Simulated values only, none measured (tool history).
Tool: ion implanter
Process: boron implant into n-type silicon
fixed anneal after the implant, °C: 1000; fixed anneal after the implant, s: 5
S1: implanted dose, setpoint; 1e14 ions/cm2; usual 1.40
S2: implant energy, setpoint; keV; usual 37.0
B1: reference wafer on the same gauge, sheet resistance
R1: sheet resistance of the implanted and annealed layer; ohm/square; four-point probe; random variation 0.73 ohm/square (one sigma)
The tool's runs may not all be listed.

{"run": 1, "hour": 0.0, "S1": 1.52, "S2": 37.0, "B1": 460.93, "R1": 460.35}
{"run": 2, "hour": 44.1, "S1": 1.4, "S2": 37.0, "B1": 461.11, "R1": 486.08}
{"run": 3, "hour": 103.2, "S1": 1.4, "S2": 37.0, "B1": 460.98, "R1": 486.12}
{"run": 4, "hour": 144.6, "S1": 1.4, "S2": 37.0, "B1": 460.9, "R1": 486.51}
{"run": 5, "hour": 180.5, "S1": 1.4, "S2": 37.0, "B1": 461.03, "R1": 486.65}
{"run": 6, "hour": 229.6, "S1": 1.4, "S2": 37.0, "B1": 460.96, "R1": 484.82}
{"run": 7, "hour": 276.0, "S1": 1.59, "S2": 37.0, "B1": 460.91, "R1": 443.91}
{"run": 8, "hour": 324.2, "S1": 1.4, "S2": 37.0, "B1": 460.93, "R1": 484.23}
{"run": 9, "hour": 357.9, "S1": 1.4, "S2": 37.0, "B1": 461.04, "R1": 484.79}
{"run": 10, "hour": 400.7, "S1": 1.4, "S2": 37.0, "B1": 461.08, "R1": 483.96}
{"run": 11, "hour": 434.2, "S1": 1.4, "S2": 37.0, "B1": 461.09, "R1": 484.04}
{"hour": 469.6, "done": "extraction supply calibrated"}
{"run": 12, "hour": 470.1, "S1": 1.4, "S2": 37.0, "B1": 461.0, "R1": 484.49}
{"run": 13, "hour": 617.0, "S1": 1.4, "S2": 37.0, "B1": 460.96, "R1": 482.9}
{"hour": 662.0, "done": "gauge calibrated"}
{"run": 14, "hour": 663.5, "S1": 1.4, "S2": 37.0, "B1": 461.12, "R1": 483.27}
{"run": 15, "hour": 711.2, "S1": 1.11, "S2": 28.0, "B1": 461.05, "R1": 600.92}
{"run": 16, "hour": 762.9, "S1": 1.06, "S2": 45.5, "B1": 460.81, "R1": 563.02}
{"run": 17, "hour": 789.3, "S1": 1.4, "S2": 37.0, "B1": 460.96, "R1": 483.34}
{"hour": 950.2, "done": "Faraday cup replaced and dose calibrated"}
{"run": 18, "hour": 950.7, "S1": 1.54, "S2": 44.5, "B1": 461.11, "R1": 441.15}
{"run": 19, "hour": 1000.9, "S1": 1.22, "S2": 49.0, "B1": 460.99, "R1": 508.08}
{"run": 20, "hour": 1054.8, "S1": 1.13, "S2": 37.0, "B1": 461.01, "R1": 565.38}
{"run": 21, "hour": 1097.4, "S1": 1.4, "S2": 37.0, "B1": 461.11, "R1": 487.05}
{"run": 22, "hour": 1124.1, "S1": 1.64, "S2": 40.5, "B1": 461.14, "R1": 427.59}
{"run": 23, "hour": 1182.3, "S1": 1.64, "S2": 37.0, "B1": 461.08, "R1": 434.18}
{"run": 24, "hour": 1218.9, "S1": 0.98, "S2": 32.0, "B1": 460.93, "R1": 641.7}
{"run": 25, "hour": 1274.8, "S1": 1.19, "S2": 49.0, "B1": 461.07, "R1": 513.25}
{"run": 26, "hour": 1323.6, "S1": 1.4, "S2": 37.0, "B1": 460.91, "R1": 484.62}
{"run": 27, "hour": 1350.0, "S1": 1.69, "S2": 27.5, "B1": 461.1, "R1": 444.36}
{"run": 28, "hour": 1416.7, "S1": 1.76, "S2": 43.0, "B1": 461.03, "R1": 403.29}
{"run": 29, "hour": 1443.7, "S1": 1.74, "S2": 24.5, "B1": 461.03, "R1": 441.97}
{"run": 30, "hour": 1473.0, "S1": 1.53, "S2": 49.5, "B1": 461.03, "R1": 431.95}

Measured less the same run without the tool's hidden state. The same run-to-run variation is in both; the gauge's scatter may not be:
The hidden state here: deviation of the true dose from the Faraday cup's reading, %; deviation of the true energy from its setpoint, %; gauge reads high (%).
run=1 R1=-0.98
run=2 R1=-1.28
run=3 R1=-1.60
run=4 R1=-1.83
run=5 R1=-2.02
run=6 R1=-2.29
run=7 R1=-2.33
run=8 R1=-2.79
run=9 R1=-2.98
run=10 R1=-3.21
run=11 R1=-3.39
run=12 R1=-3.59
run=13 R1=-4.37
run=14 R1=-4.62
run=15 R1=-6.24
run=16 R1=-5.95
run=17 R1=-5.31
run=18 R1=-0.95
run=19 R1=-1.38
run=20 R1=-1.90
run=21 R1=-1.87
run=22 R1=-1.75
run=23 R1=-2.09
run=24 R1=-3.39
run=25 R1=-2.92
run=26 R1=-3.09
run=27 R1=-3.13
run=28 R1=-2.96
run=29 R1=-3.67
run=30 R1=-3.36

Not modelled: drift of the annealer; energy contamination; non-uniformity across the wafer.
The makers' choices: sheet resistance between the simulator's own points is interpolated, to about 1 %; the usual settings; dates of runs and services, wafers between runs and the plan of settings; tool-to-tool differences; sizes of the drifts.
